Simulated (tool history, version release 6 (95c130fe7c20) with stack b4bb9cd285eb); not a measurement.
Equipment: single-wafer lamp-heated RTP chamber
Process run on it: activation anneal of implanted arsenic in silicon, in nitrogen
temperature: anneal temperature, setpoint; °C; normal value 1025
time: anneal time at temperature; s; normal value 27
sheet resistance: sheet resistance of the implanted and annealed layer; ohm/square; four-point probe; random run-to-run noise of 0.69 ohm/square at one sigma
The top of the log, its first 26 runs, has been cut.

run,hour,temperature,time,wafers since the last listed run,wafers since the last pyrometer calibration,wafers since the reflector plate was cleaned,hours since the gauge calibration,"read-back reference wafer on the same gauge, sheet resistance",sheet resistance
27,1372.1,1025,37,631,2692,9512,453.2,126.77,117.47
28,1426.8,1025,36,869,3562,10381,507.9,127.07,117.34
29,1479.5,1025,32,837,4399,11219,560.6,126.78,120.11
# hour 1490.7: reflector plate cleaned
30,1531.4,1025,27,697,5097,646,612.5,127.04,122.5
31,1560,1025,27,454,5552,1101,641.1,126.72,122.86
32,1586.3,1025,27,418,5970,1519,667.4,126.77,122.81
33,1631.9,1044,32,724,6695,2244,713,127.12,114.81
# hour 1668.8: pyrometer window cleaned and pyrometer calibrated
34,1669.9,1050,22,476,17,2721,751,126.95,117.31

Here are 5 independent what-if runs from the current tool condition. What would each one return?
A,1670.3,1008,27,6,24,2728,751.4,?,?
B,1670.3,1015,27,6,24,2728,751.4,?,?
C,1670.3,1014,34,6,24,2728,751.4,?,?
D,1670.3,1000,27,6,24,2728,751.4,?,?
E,1670.3,1025,11,6,24,2728,751.4,?,?

run,"read-back reference wafer on the same gauge, sheet resistance",sheet resistance
A,127.14,128.02
B,127.14,124.83
C,127.14,121.55
D,127.14,131.95
E,127.14,135.43
Without the tool's unlogged condition, the same runs would have read:
run,sheet resistance
A,128.02
B,124.83
C,121.55
D,131.95
E,135.43
